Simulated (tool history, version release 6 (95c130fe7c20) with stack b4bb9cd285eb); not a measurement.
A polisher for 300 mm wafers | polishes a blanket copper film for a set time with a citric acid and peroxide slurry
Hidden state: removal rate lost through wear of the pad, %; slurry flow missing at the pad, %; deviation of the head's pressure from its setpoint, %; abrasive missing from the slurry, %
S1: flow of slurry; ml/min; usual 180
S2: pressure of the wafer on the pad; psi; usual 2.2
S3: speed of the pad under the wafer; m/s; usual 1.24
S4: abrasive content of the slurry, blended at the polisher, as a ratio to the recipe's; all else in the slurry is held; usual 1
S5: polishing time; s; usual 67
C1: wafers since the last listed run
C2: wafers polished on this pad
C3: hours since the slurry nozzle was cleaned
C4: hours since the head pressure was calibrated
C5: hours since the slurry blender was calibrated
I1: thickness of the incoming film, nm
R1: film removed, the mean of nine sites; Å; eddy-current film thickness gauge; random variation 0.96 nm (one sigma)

run 1 hour=0 | S1=180 S2=2.2 S3=1.24 S4=1 S5=67 | C1=0 C2=3157 C3=74.9 C4=505.2 C5=397.3 | I1=771.3 | R1=1505
-- hour=77.7 slurry blender recalibrated
run 2 hour=83.9 | S1=180 S2=2.2 S3=1.24 S4=1 S5=67 | C1=1082 C2=4239 C3=158.8 C4=589.1 C5=6.2 | I1=771.6 | R1=1480
run 3 hour=125.7 | S1=180 S2=2.2 S3=1.24 S4=1 S5=67 | C1=552 C2=4792 C3=200.6 C4=630.9 C5=48 | I1=776.1 | R1=1490
run 4 hour=215 | S1=180 S2=2.2 S3=1.24 S4=1 S5=67 | C1=1180 C2=5973 C3=289.9 C4=720.2 C5=137.3 | I1=773.3 | R1=1454
-- hour=267.3 worn pad replaced by a new one
run 5 hour=305.1 | S1=180 S2=2.2 S3=1.24 S4=1 S5=67 | C1=1138 C2=500 C3=380 C4=810.3 C5=227.4 | I1=791.1 | R1=1532
run 6 hour=382.3 | S1=180 S2=1.8 S3=1.24 S4=1 S5=67 | C1=1020 C2=1521 C3=457.2 C4=887.5 C5=304.6 | I1=782 | R1=1251
run 7 hour=462.1 | S1=180 S2=1.8 S3=1.24 S4=1 S5=67 | C1=1055 C2=2576 C3=537 C4=967.3 C5=384.4 | I1=769.7 | R1=1237
-- hour=498.6 head pressure recalibrated
-- hour=498.9 slurry nozzle cleaned
-- hour=531.9 slurry blender recalibrated
run 8 hour=532.8 | S1=180 S2=2.2 S3=1.24 S4=1 S5=51 | C1=877 C2=3453 C3=33.9 C4=34.2 C5=0.9 | I1=795.7 | R1=1140
run 9 hour=625.3 | S1=180 S2=2.2 S3=1.24 S4=1 S5=67 | C1=1223 C2=4676 C3=126.4 C4=126.7 C5=93.4 | I1=768 | R1=1483
run 10 hour=679.4 | S1=180 S2=2.2 S3=1.24 S4=1 S5=67 | C1=715 C2=5392 C3=180.5 C4=180.8 C5=147.5 | I1=790.4 | R1=1470
run 11 hour=722.3 | S1=160 S2=2.2 S3=1.24 S4=1 S5=67 | C1=567 C2=5959 C3=223.4 C4=223.7 C5=190.4 | I1=782.1 | R1=1441
run 12 hour=764 | S1=160 S2=2.2 S3=1.24 S4=1 S5=67 | C1=551 C2=6510 C3=265.1 C4=265.4 C5=232.1 | I1=787.7 | R1=1422
-- hour=801.5 worn pad replaced by a new one
run 13 hour=807.4 | S1=160 S2=2.2 S3=1.24 S4=1 S5=67 | C1=520 C2=78 C3=308.5 C4=308.8 C5=275.5 | I1=783.6 | R1=1493
run 14 hour=906.2 | S1=180 S2=2.2 S3=0.92 S4=1 S5=67 | C1=1306 C2=1384 C3=407.3 C4=407.6 C5=374.3 | I1=780 | R1=1157
run 15 hour=1008.3 | S1=180 S2=1.6 S3=1.24 S4=1 S5=83 | C1=1350 C2=2734 C3=509.4 C4=509.7 C5=476.4 | I1=789.3 | R1=1345
-- hour=1024.8 slurry blender recalibrated
run 16 hour=1093.6 | S1=180 S2=2.2 S3=1.24 S4=1.2 S5=67 | C1=1101 C2=3836 C3=594.7 C4=595 C5=68.8 | I1=768.6 | R1=1556
-- hour=1107.7 slurry nozzle cleaned
run 17 hour=1155.4 | S1=180 S2=2.2 S3=1.24 S4=0.8 S5=47 | C1=803 C2=4640 C3=47.7 C4=656.8 C5=130.6 | I1=794.1 | R1=994
run 18 hour=1229.6 | S1=180 S2=2.2 S3=1.24 S4=1 S5=81 | C1=981 C2=5621 C3=121.9 C4=731 C5=204.8 | I1=787.6 | R1=1771
-- hour=1280.9 worn pad replaced by a new one, of another model than before
run 19 hour=1314.9 | S1=200 S2=2.7 S3=1.24 S4=1 S5=67 | C1=1074 C2=448 C3=207.2 C4=816.3 C5=290.1 | I1=774.5 | R1=1736
run 20 hour=1422.1 | S1=220 S2=2.2 S3=1.24 S4=1 S5=67 | C1=1417 C2=1866 C3=314.4 C4=923.5 C5=397.3 | I1=785.1 | R1=1520
-- hour=1478.8 slurry blender recalibrated
run 21 hour=1495.1 | S1=180 S2=2.2 S3=1.24 S4=1 S5=67 | C1=938 C2=2805 C3=387.4 C4=996.5 C5=16.3 | I1=773.1 | R1=1528
-- hour=1529.7 head pressure recalibrated
run 22 hour=1544.6 | S1=160 S2=2.2 S3=1.08 S4=0.9 S5=50 | C1=628 C2=3433 C3=436.9 C4=14.9 C5=65.8 | I1=797.2 | R1=1001
run 23 hour=1651.7 | S1=180 S2=1.8 S3=1.24 S4=1 S5=67 | C1=1416 C2=4849 C3=544 C4=122 C5=172.9 | I1=779.6 | R1=1315
-- hour=1679.5 slurry nozzle cleaned
run 24 hour=1725.8 | S1=180 S2=1.8 S3=1.24 S4=1 S5=84 | C1=966 C2=5815 C3=46.3 C4=196.1 C5=247 | I1=772.7 | R1=1641
-- hour=1772.2 worn pad replaced by a new one
run 25 hour=1780.3 | S1=180 S2=1.5 S3=1.24 S4=1 S5=67 | C1=667 C2=106 C3=100.8 C4=250.6 C5=301.5 | I1=795 | R1=1241
run 26 hour=1871.7 | S1=180 S2=2.2 S3=1.06 S4=0.7 S5=45 | C1=1208 C2=1315 C3=192.2 C4=342 C5=392.9 | I1=780.4 | R1=883
-- hour=1939 slurry blender recalibrated
run 27 hour=1970.7 | S1=180 S2=2.2 S3=1 S4=1 S5=67 | C1=1282 C2=2597 C3=291.2 C4=441 C5=31.7 | I1=787.9 | R1=1347
run 28 hour=2043.1 | S1=150 S2=2.2 S3=1 S4=1.1 S5=67 | C1=957 C2=3555 C3=363.6 C4=513.4 C5=104.1 | I1=794 | R1=1364
run 29 hour=2117.3 | S1=180 S2=1.8 S3=1.24 S4=1 S5=67 | C1=981 C2=4536 C3=437.8 C4=587.6 C5=178.3 | I1=772.5 | R1=1345
-- hour=2147.7 slurry nozzle cleaned
run 30 hour=2155.6 | S1=180 S2=2.8 S3=1.24 S4=1.15 S5=67 | C1=493 C2=5029 C3=7.9 C4=625.9 C5=216.6 | I1=788 | R1=1768
-- hour=2230.6 worn pad replaced by a new one
run 31 hour=2255.5 | S1=180 S2=2.2 S3=0.92 S4=0.7 S5=67 | C1=1268 C2=329 C3=107.8 C4=725.8 C5=316.5 | I1=765.1 | R1=1209

3 ways to go on from here, each from the tool as it stands after run 31. What would each give?
run A hour=2255.9 | S1=180 S2=1.4 S3=1.24 S4=1 S5=67 | C1=5 C2=334 C3=108.2 C4=726.2 C5=316.9 | I1=776.3 | R1=?
run B hour=2255.9 | S1=160 S2=1.5 S3=0.8 S4=1.2 S5=67 | C1=5 C2=334 C3=108.2 C4=726.2 C5=316.9 | I1=776.3 | R1=?
run C hour=2255.9 | S1=180 S2=2.2 S3=1.02 S4=1 S5=67 | C1=5 C2=334 C3=108.2 C4=726.2 C5=316.9 | I1=776.3 | R1=?

run=A R1=1198
run=B R1=1029
run=C R1=1382
Without the tool's hidden state the same runs would have given:
run=A R1=1207
run=B R1=1036
run=C R1=1392
